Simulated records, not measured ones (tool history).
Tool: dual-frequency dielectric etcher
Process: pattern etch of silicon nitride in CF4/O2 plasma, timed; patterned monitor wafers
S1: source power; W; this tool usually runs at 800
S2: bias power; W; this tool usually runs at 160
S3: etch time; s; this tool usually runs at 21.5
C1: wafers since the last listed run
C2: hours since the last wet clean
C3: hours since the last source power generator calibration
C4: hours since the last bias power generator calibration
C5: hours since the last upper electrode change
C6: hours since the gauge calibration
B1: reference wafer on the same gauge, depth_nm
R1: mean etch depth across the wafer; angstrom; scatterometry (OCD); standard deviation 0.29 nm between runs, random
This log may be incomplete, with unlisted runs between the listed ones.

{"run": 1, "hour": 0.0, "S1": 800, "S2": 140, "S3": 21.5, "C1": 0, "C2": 413.6, "C3": 3568.1, "C4": 3010.0, "C5": 3421.5, "C6": 293.1, "B1": 66.5, "R1": 694}
{"run": 2, "hour": 10.9, "S1": 940, "S2": 160, "S3": 21.5, "C1": 235, "C2": 424.5, "C3": 3579.0, "C4": 3020.9, "C5": 3432.4, "C6": 304.0, "B1": 66.5, "R1": 826}
{"run": 3, "hour": 48.3, "S1": 940, "S2": 160, "S3": 21.5, "C1": 809, "C2": 461.9, "C3": 3616.4, "C4": 3058.3, "C5": 3469.8, "C6": 341.4, "B1": 66.6, "R1": 823}
{"run": 4, "hour": 65.8, "S1": 800, "S2": 160, "S3": 24.5, "C1": 378, "C2": 479.4, "C3": 3633.9, "C4": 3075.8, "C5": 3487.3, "C6": 358.9, "B1": 66.6, "R1": 830}
{"run": 5, "hour": 82.9, "S1": 800, "S2": 160, "S3": 24.5, "C1": 370, "C2": 496.5, "C3": 3651.0, "C4": 3092.9, "C5": 3504.4, "C6": 376.0, "B1": 66.5, "R1": 829}
{"run": 6, "hour": 93.0, "S1": 800, "S2": 160, "S3": 24.5, "C1": 218, "C2": 506.6, "C3": 3661.1, "C4": 3103.0, "C5": 3514.5, "C6": 386.1, "B1": 66.5, "R1": 835}
{"run": 7, "hour": 109.0, "S1": 800, "S2": 160, "S3": 21.5, "C1": 346, "C2": 522.6, "C3": 3677.1, "C4": 3119.0, "C5": 3530.5, "C6": 402.1, "B1": 66.5, "R1": 734}
{"hour": 137.0, "done": "wet clean of the chamber"}
{"run": 8, "hour": 137.5, "S1": 800, "S2": 160, "S3": 21.5, "C1": 97, "C2": 0.5, "C3": 3705.6, "C4": 3147.5, "C5": 3559.0, "C6": 430.6, "B1": 66.5, "R1": 711}
{"run": 9, "hour": 137.8, "S1": 800, "S2": 160, "S3": 21.5, "C1": 6, "C2": 0.8, "C3": 3705.9, "C4": 3147.8, "C5": 3559.3, "C6": 430.9, "B1": 66.5, "R1": 709}
{"run": 10, "hour": 138.9, "S1": 800, "S2": 160, "S3": 25.0, "C1": 23, "C2": 1.9, "C3": 3707.0, "C4": 3148.9, "C5": 3560.4, "C6": 432.0, "B1": 66.5, "R1": 821}
{"run": 11, "hour": 145.2, "S1": 800, "S2": 160, "S3": 25.0, "C1": 136, "C2": 8.2, "C3": 3713.3, "C4": 3155.2, "C5": 3566.7, "C6": 438.3, "B1": 66.5, "R1": 824}
{"run": 12, "hour": 154.4, "S1": 800, "S2": 160, "S3": 21.5, "C1": 199, "C2": 17.4, "C3": 3722.5, "C4": 3164.4, "C5": 3575.9, "C6": 447.5, "B1": 66.5, "R1": 713}
{"hour": 155.8, "done": "gauge calibrated"}
{"run": 13, "hour": 167.3, "S1": 800, "S2": 160, "S3": 21.5, "C1": 279, "C2": 30.3, "C3": 3735.4, "C4": 3177.3, "C5": 3588.8, "C6": 11.5, "B1": 66.5, "R1": 706}
{"run": 14, "hour": 181.0, "S1": 800, "S2": 160, "S3": 21.5, "C1": 296, "C2": 44.0, "C3": 3749.1, "C4": 3191.0, "C5": 3602.5, "C6": 25.2, "B1": 66.5, "R1": 713}
{"hour": 200.4, "done": "source power generator calibrated"}
{"run": 15, "hour": 200.9, "S1": 800, "S2": 160, "S3": 15.5, "C1": 344, "C2": 63.9, "C3": 0.5, "C4": 3210.9, "C5": 3622.4, "C6": 45.1, "B1": 66.4, "R1": 514}
{"run": 16, "hour": 207.2, "S1": 660, "S2": 193, "S3": 23.5, "C1": 136, "C2": 70.2, "C3": 6.8, "C4": 3217.2, "C5": 3628.7, "C6": 51.4, "B1": 66.4, "R1": 720}
{"run": 17, "hour": 215.6, "S1": 800, "S2": 160, "S3": 21.5, "C1": 181, "C2": 78.6, "C3": 15.2, "C4": 3225.6, "C5": 3637.1, "C6": 59.8, "B1": 66.5, "R1": 711}
{"hour": 245.4, "done": "upper electrode replaced"}
{"run": 18, "hour": 245.9, "S1": 800, "S2": 160, "S3": 21.5, "C1": 136, "C2": 108.9, "C3": 45.5, "C4": 3255.9, "C5": 0.5, "C6": 90.1, "B1": 66.4, "R1": 713}
{"run": 19, "hour": 246.2, "S1": 610, "S2": 135, "S3": 19.5, "C1": 6, "C2": 109.2, "C3": 45.8, "C4": 3256.2, "C5": 0.8, "C6": 90.4, "B1": 66.4, "R1": 493}
{"hour": 255.6, "done": "bias power generator calibrated"}
{"run": 20, "hour": 261.4, "S1": 920, "S2": 160, "S3": 28.0, "C1": 242, "C2": 124.4, "C3": 61.0, "C4": 5.8, "C5": 16.0, "C6": 105.6, "B1": 66.6, "R1": 1048}
{"run": 21, "hour": 279.0, "S1": 800, "S2": 160, "S3": 21.5, "C1": 381, "C2": 142.0, "C3": 78.6, "C4": 23.4, "C5": 33.6, "C6": 123.2, "B1": 66.5, "R1": 711}
{"run": 22, "hour": 286.2, "S1": 960, "S2": 160, "S3": 17.0, "C1": 155, "C2": 149.2, "C3": 85.8, "C4": 30.6, "C5": 40.8, "C6": 130.4, "B1": 66.4, "R1": 657}
{"run": 23, "hour": 296.5, "S1": 700, "S2": 145, "S3": 27.0, "C1": 222, "C2": 159.5, "C3": 96.1, "C4": 40.9, "C5": 51.1, "C6": 140.7, "B1": 66.5, "R1": 789}
{"run": 24, "hour": 310.7, "S1": 740, "S2": 160, "S3": 21.5, "C1": 307, "C2": 173.7, "C3": 110.3, "C4": 55.1, "C5": 65.3, "C6": 154.9, "B1": 66.5, "R1": 679}
{"run": 25, "hour": 318.2, "S1": 800, "S2": 160, "S3": 21.5, "C1": 162, "C2": 181.2, "C3": 117.8, "C4": 62.6, "C5": 72.8, "C6": 162.4, "B1": 66.5, "R1": 715}
{"run": 26, "hour": 328.7, "S1": 800, "S2": 160, "S3": 27.5, "C1": 227, "C2": 191.7, "C3": 128.3, "C4": 73.1, "C5": 83.3, "C6": 172.9, "B1": 66.5, "R1": 921}
{"run": 27, "hour": 340.1, "S1": 800, "S2": 160, "S3": 24.5, "C1": 246, "C2": 203.1, "C3": 139.7, "C4": 84.5, "C5": 94.7, "C6": 184.3, "B1": 66.5, "R1": 826}
{"run": 28, "hour": 358.1, "S1": 800, "S2": 135, "S3": 21.5, "C1": 389, "C2": 221.1, "C3": 157.7, "C4": 102.5, "C5": 112.7, "C6": 202.3, "B1": 66.5, "R1": 677}
{"run": 29, "hour": 375.1, "S1": 800, "S2": 160, "S3": 21.5, "C1": 368, "C2": 238.1, "C3": 174.7, "C4": 119.5, "C5": 129.7, "C6": 219.3, "B1": 66.4, "R1": 718}

5 ways to go on from here, each from the tool as it stands after run 29. What would each give?
{"run": "A", "hour": 375.5, "S1": 800, "S2": 160, "S3": 21.5, "C1": 8, "C2": 238.5, "C3": 175.1, "C4": 119.9, "C5": 130.1, "C6": 219.7, "B1": "?", "R1": "?"}
{"run": "B", "hour": 375.5, "S1": 730, "S2": 127, "S3": 27.5, "C1": 8, "C2": 238.5, "C3": 175.1, "C4": 119.9, "C5": 130.1, "C6": 219.7, "B1": "?", "R1": "?"}
{"run": "C", "hour": 375.5, "S1": 680, "S2": 198, "S3": 16.0, "C1": 8, "C2": 238.5, "C3": 175.1, "C4": 119.9, "C5": 130.1, "C6": 219.7, "B1": "?", "R1": "?"}
{"run": "D", "hour": 375.5, "S1": 800, "S2": 160, "S3": 17.5, "C1": 8, "C2": 238.5, "C3": 175.1, "C4": 119.9, "C5": 130.1, "C6": 219.7, "B1": "?", "R1": "?"}
{"run": "E", "hour": 375.5, "S1": 800, "S2": 179, "S3": 21.5, "C1": 8, "C2": 238.5, "C3": 175.1, "C4": 119.9, "C5": 130.1, "C6": 219.7, "B1": "?", "R1": "?"}

run=A B1=66.5 R1=722
run=B B1=66.5 R1=792
run=C B1=66.5 R1=510
run=D B1=66.5 R1=587
run=E B1=66.5 R1=751
What these runs would have given with no unlogged condition in the tool:
run=A R1=712
run=B R1=781
run=C R1=503
run=D R1=579
run=E R1=741
